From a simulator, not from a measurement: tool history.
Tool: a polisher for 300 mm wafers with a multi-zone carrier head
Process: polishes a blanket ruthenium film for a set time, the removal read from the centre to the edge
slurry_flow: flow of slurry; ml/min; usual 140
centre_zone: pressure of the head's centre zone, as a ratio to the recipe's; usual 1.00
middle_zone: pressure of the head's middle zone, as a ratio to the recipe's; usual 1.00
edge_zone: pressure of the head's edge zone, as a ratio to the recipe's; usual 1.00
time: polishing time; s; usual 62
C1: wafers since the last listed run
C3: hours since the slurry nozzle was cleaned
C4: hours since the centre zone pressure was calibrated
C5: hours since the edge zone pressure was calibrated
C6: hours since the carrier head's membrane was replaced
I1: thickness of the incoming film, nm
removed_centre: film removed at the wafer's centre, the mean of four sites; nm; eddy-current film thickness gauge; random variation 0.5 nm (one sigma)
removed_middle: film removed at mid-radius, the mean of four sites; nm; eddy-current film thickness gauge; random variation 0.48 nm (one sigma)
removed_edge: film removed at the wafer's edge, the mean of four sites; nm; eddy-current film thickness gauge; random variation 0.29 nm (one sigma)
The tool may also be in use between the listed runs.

run 1 day=0.000 | slurry_flow=140 centre_zone=1.00 middle_zone=1.00 edge_zone=1.00 time=62 | C1=0 wafers_polished_on_this_pad=2162 C3=411.4 C4=492.7 C5=101.3 C6=474.9 | I1=550.2 | removed_centre=32.4 removed_middle=32.7 removed_edge=33.4
-- day=2.038 centre zone pressure recalibrated
run 2 day=4.458 | slurry_flow=140 centre_zone=1.00 middle_zone=1.00 edge_zone=1.00 time=62 | C1=1019 wafers_polished_on_this_pad=3182 C3=518.4 C4=58.1 C5=208.3 C6=581.9 | I1=555.8 | removed_centre=32.5 removed_middle=31.8 removed_edge=33.0
run 3 day=7.546 | slurry_flow=140 centre_zone=1.00 middle_zone=1.00 edge_zone=1.00 time=62 | C1=719 wafers_polished_on_this_pad=3901 C3=592.5 C4=132.2 C5=282.4 C6=656.0 | I1=547.2 | removed_centre=31.2 removed_middle=31.6 removed_edge=32.9
-- day=9.833 slurry nozzle cleaned
run 4 day=9.888 | slurry_flow=140 centre_zone=1.00 middle_zone=1.00 edge_zone=1.00 time=62 | C1=535 wafers_polished_on_this_pad=4437 C3=1.3 C4=188.4 C5=338.6 C6=712.2 | I1=544.8 | removed_centre=32.7 removed_middle=31.5 removed_edge=32.6
-- day=10.708 worn pad replaced by a new one
run 5 day=13.971 | slurry_flow=120 centre_zone=1.06 middle_zone=1.00 edge_zone=1.00 time=62 | C1=912 wafers_polished_on_this_pad=760 C3=99.3 C4=286.4 C5=436.6 C6=810.2 | I1=550.9 | removed_centre=34.7 removed_middle=32.5 removed_edge=34.6
-- day=15.250 carrier head's membrane replaced by a new one
run 6 day=15.733 | slurry_flow=165 centre_zone=1.00 middle_zone=1.00 edge_zone=1.00 time=62 | C1=362 wafers_polished_on_this_pad=1122 C3=141.6 C4=328.7 C5=478.9 C6=11.6 | I1=549.9 | removed_centre=34.7 removed_middle=33.9 removed_edge=35.6
run 7 day=19.679 | slurry_flow=165 centre_zone=1.00 middle_zone=1.00 edge_zone=1.00 time=62 | C1=919 wafers_polished_on_this_pad=2041 C3=236.3 C4=423.4 C5=573.6 C6=106.3 | I1=538.2 | removed_centre=34.1 removed_middle=34.0 removed_edge=34.5
run 8 day=22.371 | slurry_flow=100 centre_zone=1.00 middle_zone=0.96 edge_zone=0.89 time=62 | C1=627 wafers_polished_on_this_pad=2668 C3=300.9 C4=488.0 C5=638.2 C6=170.9 | I1=550.2 | removed_centre=28.7 removed_middle=27.7 removed_edge=29.2
-- day=26.754 worn pad replaced by a new one
run 9 day=26.775 | slurry_flow=140 centre_zone=1.00 middle_zone=0.88 edge_zone=1.00 time=62 | C1=987 wafers_polished_on_this_pad=4 C3=406.6 C4=593.7 C5=743.9 C6=276.6 | I1=548.6 | removed_centre=35.2 removed_middle=32.4 removed_edge=36.7
run 10 day=29.171 | slurry_flow=120 centre_zone=1.00 middle_zone=1.00 edge_zone=1.00 time=72 | C1=558 wafers_polished_on_this_pad=562 C3=464.1 C4=651.2 C5=801.4 C6=334.1 | I1=541.4 | removed_centre=39.0 removed_middle=37.9 removed_edge=39.8
-- day=29.975 centre zone pressure recalibrated
run 11 day=33.217 | slurry_flow=140 centre_zone=1.00 middle_zone=1.00 edge_zone=1.10 time=84 | C1=923 wafers_polished_on_this_pad=1485 C3=561.2 C4=77.8 C5=898.5 C6=431.2 | I1=547.2 | removed_centre=44.5 removed_middle=43.4 removed_edge=47.5
run 12 day=35.154 | slurry_flow=140 centre_zone=1.00 middle_zone=1.00 edge_zone=1.12 time=53 | C1=451 wafers_polished_on_this_pad=1937 C3=607.7 C4=124.3 C5=945.0 C6=477.7 | I1=544.4 | removed_centre=27.0 removed_middle=28.0 removed_edge=29.8
-- day=36.304 slurry nozzle cleaned
run 13 day=38.612 | slurry_flow=140 centre_zone=1.00 middle_zone=1.00 edge_zone=1.00 time=62 | C1=795 wafers_polished_on_this_pad=2732 C3=55.4 C4=207.3 C5=1028.0 C6=560.7 | I1=549.1 | removed_centre=32.2 removed_middle=32.5 removed_edge=32.8
run 14 day=41.079 | slurry_flow=125 centre_zone=1.00 middle_zone=0.93 edge_zone=0.94 time=62 | C1=574 wafers_polished_on_this_pad=3307 C3=114.6 C4=266.5 C5=1087.2 C6=619.9 | I1=547.7 | removed_centre=30.8 removed_middle=29.3 removed_edge=31.6
run 15 day=43.412 | slurry_flow=140 centre_zone=0.93 middle_zone=1.00 edge_zone=1.00 time=43 | C1=543 wafers_polished_on_this_pad=3851 C3=170.6 C4=322.5 C5=1143.2 C6=675.9 | I1=555.5 | removed_centre=20.7 removed_middle=21.5 removed_edge=22.5
-- day=44.021 edge zone pressure recalibrated
run 16 day=46.450 | slurry_flow=105 centre_zone=1.00 middle_zone=0.95 edge_zone=1.10 time=54 | C1=688 wafers_polished_on_this_pad=4539 C3=243.5 C4=395.4 C5=58.3 C6=748.8 | I1=550.5 | removed_centre=24.9 removed_middle=24.9 removed_edge=28.1
-- day=46.988 worn pad replaced by a new one
run 17 day=48.012 | slurry_flow=190 centre_zone=1.00 middle_zone=1.00 edge_zone=1.00 time=82 | C1=325 wafers_polished_on_this_pad=238 C3=281.0 C4=432.9 C5=95.8 C6=786.3 | I1=553.0 | removed_centre=50.7 removed_middle=48.4 removed_edge=49.2
run 18 day=51.283 | slurry_flow=110 centre_zone=1.00 middle_zone=1.00 edge_zone=0.88 time=62 | C1=761 wafers_polished_on_this_pad=1000 C3=359.5 C4=511.4 C5=174.3 C6=864.8 | I1=542.4 | removed_centre=31.6 removed_middle=31.4 removed_edge=30.6
-- day=52.325 centre zone pressure recalibrated
run 19 day=53.246 | slurry_flow=185 centre_zone=1.09 middle_zone=1.00 edge_zone=1.00 time=51 | C1=437 wafers_polished_on_this_pad=1438 C3=406.6 C4=22.1 C5=221.4 C6=911.9 | I1=550.2 | removed_centre=31.3 removed_middle=27.8 removed_edge=29.4
run 20 day=56.725 | slurry_flow=140 centre_zone=1.00 middle_zone=1.00 edge_zone=1.00 time=62 | C1=810 wafers_polished_on_this_pad=2249 C3=490.1 C4=105.6 C5=304.9 C6=995.4 | I1=548.3 | removed_centre=32.5 removed_middle=31.5 removed_edge=33.3
-- day=59.750 carrier head's membrane replaced by a new one
run 21 day=60.212 | slurry_flow=140 centre_zone=1.00 middle_zone=1.00 edge_zone=1.00 time=62 | C1=763 wafers_polished_on_this_pad=3012 C3=573.8 C4=189.3 C5=388.6 C6=11.1 | I1=551.8 | removed_centre=32.7 removed_middle=32.0 removed_edge=32.8
run 22 day=61.829 | slurry_flow=190 centre_zone=1.00 middle_zone=1.00 edge_zone=0.92 time=62 | C1=376 wafers_polished_on_this_pad=3389 C3=612.6 C4=228.1 C5=427.4 C6=49.9 | I1=558.6 | removed_centre=33.0 removed_middle=32.8 removed_edge=32.4
-- day=63.112 slurry nozzle cleaned
-- day=63.246 worn pad replaced by a new one
run 23 day=64.796 | slurry_flow=185 centre_zone=1.06 middle_zone=1.00 edge_zone=0.88 time=74 | C1=650 wafers_polished_on_this_pad=360 C3=40.4 C4=299.3 C5=498.6 C6=121.1 | I1=549.6 | removed_centre=48.0 removed_middle=44.4 removed_edge=42.1

3 ways to go on from here, each from the tool as it stands after run 23. What would each give?
run A day=64.812 | slurry_flow=140 centre_zone=1.09 middle_zone=1.00 edge_zone=1.00 time=62 | C1=3 wafers_polished_on_this_pad=364 C3=40.8 C4=299.7 C5=499.0 C6=121.5 | I1=554.7 | removed_centre=? removed_middle=? removed_edge=?
run B day=64.812 | slurry_flow=140 centre_zone=1.04 middle_zone=0.89 edge_zone=1.00 time=46 | C1=3 wafers_polished_on_this_pad=364 C3=40.8 C4=299.7 C5=499.0 C6=121.5 | I1=554.7 | removed_centre=? removed_middle=? removed_edge=?
run C day=64.812 | slurry_flow=120 centre_zone=0.94 middle_zone=0.90 edge_zone=1.00 time=44 | C1=3 wafers_polished_on_this_pad=364 C3=40.8 C4=299.7 C5=499.0 C6=121.5 | I1=554.7 | removed_centre=? removed_middle=? removed_edge=?

run=A removed_centre=38.5 removed_middle=35.4 removed_edge=36.0
run=B removed_centre=27.2 removed_middle=24.5 removed_edge=26.7
run=C removed_centre=22.5 removed_middle=22.7 removed_edge=24.9
Without the tool's hidden state the same runs would have given:
run=A removed_centre=39.7 removed_middle=36.5 removed_edge=37.2
run=B removed_centre=28.1 removed_middle=25.2 removed_edge=27.6
run=C removed_centre=23.2 removed_middle=23.4 removed_edge=25.7
